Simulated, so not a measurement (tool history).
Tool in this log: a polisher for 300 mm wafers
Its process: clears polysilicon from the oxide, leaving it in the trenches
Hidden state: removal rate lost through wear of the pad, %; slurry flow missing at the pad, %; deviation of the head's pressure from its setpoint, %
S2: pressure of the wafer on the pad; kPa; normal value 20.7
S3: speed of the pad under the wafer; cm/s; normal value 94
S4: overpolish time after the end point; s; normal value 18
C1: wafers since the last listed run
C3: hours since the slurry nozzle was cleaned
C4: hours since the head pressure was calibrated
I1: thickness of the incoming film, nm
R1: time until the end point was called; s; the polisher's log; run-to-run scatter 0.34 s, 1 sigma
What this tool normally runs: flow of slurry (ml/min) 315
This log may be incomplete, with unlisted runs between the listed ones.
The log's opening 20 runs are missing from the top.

{"run": 21, "hour": 274.0, "flow of slurry (ml/min)": 360, "S2": 20.7, "S3": 94, "S4": 18, "C1": 127, "wafers polished on this pad": 352, "C3": 42.6, "C4": 123.5, "I1": 430, "R1": 25.3}
{"run": 22, "hour": 296.1, "flow of slurry (ml/min)": 420, "S2": 17.9, "S3": 116, "S4": 18, "C1": 194, "wafers polished on this pad": 547, "C3": 64.7, "C4": 145.6, "I1": 433.4, "R1": 25.4}
{"run": 23, "hour": 308.5, "flow of slurry (ml/min)": 315, "S2": 20.7, "S3": 94, "S4": 18, "C1": 109, "wafers polished on this pad": 656, "C3": 77.1, "C4": 158, "I1": 425, "R1": 27.3}
{"hour": 322.4, "done": "worn pad replaced by a new one"}
{"run": 24, "hour": 322.9, "flow of slurry (ml/min)": 315, "S2": 22.8, "S3": 94, "S4": 25, "C1": 91, "wafers polished on this pad": 4, "C3": 91.5, "C4": 172.4, "I1": 430.1, "R1": 23.5}
{"run": 25, "hour": 336.7, "flow of slurry (ml/min)": 315, "S2": 20.7, "S3": 94, "S4": 15, "C1": 121, "wafers polished on this pad": 125, "C3": 105.3, "C4": 186.2, "I1": 421.5, "R1": 25.9}
{"run": 26, "hour": 344.9, "flow of slurry (ml/min)": 315, "S2": 26.9, "S3": 94, "S4": 18, "C1": 72, "wafers polished on this pad": 197, "C3": 113.5, "C4": 194.4, "I1": 430.2, "R1": 20.1}
{"run": 27, "hour": 354.3, "flow of slurry (ml/min)": 315, "S2": 20.7, "S3": 78, "S4": 18, "C1": 82, "wafers polished on this pad": 280, "C3": 122.9, "C4": 203.8, "I1": 432.3, "R1": 32}
{"run": 28, "hour": 361.8, "flow of slurry (ml/min)": 225, "S2": 20.7, "S3": 72, "S4": 18, "C1": 65, "wafers polished on this pad": 346, "C3": 130.4, "C4": 211.3, "I1": 430.8, "R1": 35.3}
{"run": 29, "hour": 372.9, "flow of slurry (ml/min)": 405, "S2": 20.7, "S3": 68, "S4": 18, "C1": 97, "wafers polished on this pad": 443, "C3": 141.5, "C4": 222.4, "I1": 423.2, "R1": 35.2}
{"run": 30, "hour": 390.8, "flow of slurry (ml/min)": 315, "S2": 20.7, "S3": 94, "S4": 18, "C1": 157, "wafers polished on this pad": 601, "C3": 159.4, "C4": 240.3, "I1": 425.9, "R1": 28}
{"run": 31, "hour": 404.8, "flow of slurry (ml/min)": 315, "S2": 25.5, "S3": 62, "S4": 18, "C1": 123, "wafers polished on this pad": 724, "C3": 173.4, "C4": 254.3, "I1": 432.3, "R1": 34}

Estimate the outcome of run 32 from the log above:
{"run": 32, "hour": 411.3, "flow of slurry (ml/min)": 315, "S2": 20.7, "S3": 70, "S4": 26, "C1": 57, "wafers polished on this pad": 781, "C3": 179.9, "C4": 260.8, "I1": 430.9, "R1": "?"}

{"run 32": {"R1": 38}}
The same run, on a tool lacking any hidden state, would have yielded R1 31.9 s.

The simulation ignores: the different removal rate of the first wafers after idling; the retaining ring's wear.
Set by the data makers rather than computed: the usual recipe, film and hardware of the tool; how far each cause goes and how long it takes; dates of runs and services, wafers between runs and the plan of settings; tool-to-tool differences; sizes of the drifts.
